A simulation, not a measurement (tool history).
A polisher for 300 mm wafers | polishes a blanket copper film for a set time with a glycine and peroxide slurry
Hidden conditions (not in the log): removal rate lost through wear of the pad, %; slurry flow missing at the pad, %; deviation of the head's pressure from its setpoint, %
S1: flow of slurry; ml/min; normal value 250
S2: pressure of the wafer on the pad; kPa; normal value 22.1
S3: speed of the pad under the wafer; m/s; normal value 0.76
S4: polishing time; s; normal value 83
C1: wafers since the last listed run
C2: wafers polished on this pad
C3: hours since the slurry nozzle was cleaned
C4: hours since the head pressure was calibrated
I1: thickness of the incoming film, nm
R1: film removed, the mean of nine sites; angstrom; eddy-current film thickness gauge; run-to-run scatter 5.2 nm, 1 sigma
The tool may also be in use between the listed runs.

| run | day | S1 | S2 | S3 | S4 | C1 | C2 | C3 | C4 | I1 | R1 |
|---|---|---|---|---|---|---|---|---|---|---|---|
| 1 | 0 | 250 | 22.1 | 0.76 | 83 | 0 | 680 | 333.4 | 307.7 | 2095.2 | 4039 |
| 2 | 0.7 | 250 | 22.1 | 0.76 | 83 | 172 | 853 | 350.2 | 324.5 | 2095.8 | 4050 |
|  | 1.042 | worn pad replaced by a new one |
| 3 | 1.062 | 250 | 22.1 | 0.76 | 83 | 48 | 4 | 358.9 | 333.2 | 2068.9 | 3975 |
| 4 | 1.342 | 250 | 22.1 | 0.76 | 83 | 68 | 73 | 365.6 | 339.9 | 2060.6 | 3988 |
| 5 | 1.658 | 250 | 22.1 | 0.76 | 83 | 78 | 151 | 373.2 | 347.5 | 2092.2 | 4029 |
| 6 | 2 | 250 | 22.1 | 0.76 | 83 | 84 | 235 | 381.4 | 355.7 | 2082.4 | 4032 |
| 7 | 2.517 | 250 | 22.1 | 0.76 | 83 | 127 | 363 | 393.8 | 368.1 | 2063.3 | 4023 |
| 8 | 3.204 | 250 | 22.1 | 0.76 | 76 | 169 | 533 | 410.3 | 384.6 | 2082.9 | 3622 |
| 9 | 3.842 | 250 | 22.1 | 0.76 | 76 | 157 | 690 | 425.6 | 399.9 | 2035.7 | 3610 |
| 10 | 4.242 | 250 | 22.1 | 0.76 | 76 | 98 | 789 | 435.2 | 409.5 | 2066.1 | 3576 |
|  | 4.662 | slurry nozzle cleaned |
|  | 4.75 | worn pad replaced by a new one |
| 11 | 4.767 | 315 | 22.1 | 0.76 | 83 | 98 | 4 | 2.5 | 422.1 | 2079.5 | 4008 |
|  | 5.217 | head pressure recalibrated |
| 12 | 5.238 | 185 | 22.1 | 0.76 | 83 | 95 | 100 | 13.8 | 0.5 | 2079.9 | 4219 |
| 13 | 5.879 | 185 | 22.1 | 0.76 | 83 | 158 | 258 | 29.2 | 15.9 | 2081.5 | 4254 |
| 14 | 6.588 | 185 | 22.1 | 0.76 | 83 | 174 | 433 | 46.2 | 32.9 | 2105.5 | 4254 |
| 15 | 6.871 | 250 | 22.1 | 0.76 | 66 | 69 | 503 | 53 | 39.7 | 2065.1 | 3544 |
| 16 | 7.629 | 250 | 16.5 | 0.76 | 83 | 187 | 690 | 71.2 | 57.9 | 2127.8 | 3476 |
| 17 | 7.988 | 250 | 24.8 | 0.9 | 72 | 88 | 778 | 79.8 | 66.5 | 2076.4 | 4733 |
| 18 | 8.621 | 250 | 22.1 | 0.76 | 98 | 156 | 934 | 95 | 81.7 | 2088.4 | 5146 |
| 19 | 8.996 | 250 | 22.1 | 0.76 | 83 | 92 | 1027 | 104 | 90.7 | 2097.5 | 4368 |
|  | 9.246 | worn pad replaced by a new one, of another model than before |
| 20 | 9.45 | 285 | 15.2 | 0.96 | 105 | 70 | 49 | 114.9 | 101.6 | 2060.2 | 5544 |
| 21 | 10.15 | 250 | 22.1 | 0.62 | 83 | 172 | 222 | 131.7 | 118.4 | 2085.5 | 3936 |
| 22 | 10.471 | 250 | 22.1 | 0.5 | 83 | 79 | 301 | 139.4 | 126.1 | 2063.8 | 3643 |
| 23 | 10.725 | 250 | 22.1 | 0.76 | 83 | 62 | 364 | 145.5 | 132.2 | 2097.8 | 4331 |
| 24 | 11.325 | 285 | 22.1 | 0.76 | 83 | 148 | 512 | 159.9 | 146.6 | 2102.4 | 4324 |
| 25 | 11.854 | 250 | 22.1 | 0.76 | 83 | 130 | 643 | 172.6 | 159.3 | 2083.3 | 4331 |
|  | 12.825 | worn pad replaced by a new one |
| 26 | 13.808 | 300 | 22.1 | 0.62 | 63 | 441 | 243 | 219.5 | 206.2 | 2051 | 3065 |
| 27 | 14.258 | 215 | 26.9 | 0.76 | 97 | 111 | 354 | 230.3 | 217 | 2104.7 | 5330 |
| 28 | 14.812 | 170 | 22.1 | 0.6 | 93 | 136 | 490 | 243.6 | 230.3 | 2074.5 | 3956 |

For each entry between runs, how does the tool's hidden state at the last listed run before it compare with that at the first listed run after it?
Between runs 2 and 3: worn pad replaced by a new one (day 1.042)
  deviation of the head's pressure from its setpoint, %: -11.3 -> -11.5
  what was measured, less what the result would be without the hidden state, R1: -405 -> -407 angstrom
Between runs 10 and 11: slurry nozzle cleaned (day 4.662); worn pad replaced by a new one (day 4.75)
  deviation of the head's pressure from its setpoint, %: -13.8 -> -14.2
  what was measured, less what the result would be without the hidden state, R1: -447 -> -517 angstrom
Between runs 11 and 12: head pressure recalibrated (day 5.217)
  deviation of the head's pressure from its setpoint, %: -14.2 -> -0.199
  what was measured, less what the result would be without the hidden state, R1: -517 -> -7 angstrom
Between runs 19 and 20: worn pad replaced by a new one, of another model than before (day 9.246)
  deviation of the head's pressure from its setpoint, %: -2.9 -> -3.23
  what was measured, less what the result would be without the hidden state, R1: -104 -> -73 angstrom
Between runs 25 and 26: worn pad replaced by a new one (day 12.825)
  deviation of the head's pressure from its setpoint, %: -4.95 -> -6.36
  what was measured, less what the result would be without the hidden state, R1: -88 -> -78 angstrom

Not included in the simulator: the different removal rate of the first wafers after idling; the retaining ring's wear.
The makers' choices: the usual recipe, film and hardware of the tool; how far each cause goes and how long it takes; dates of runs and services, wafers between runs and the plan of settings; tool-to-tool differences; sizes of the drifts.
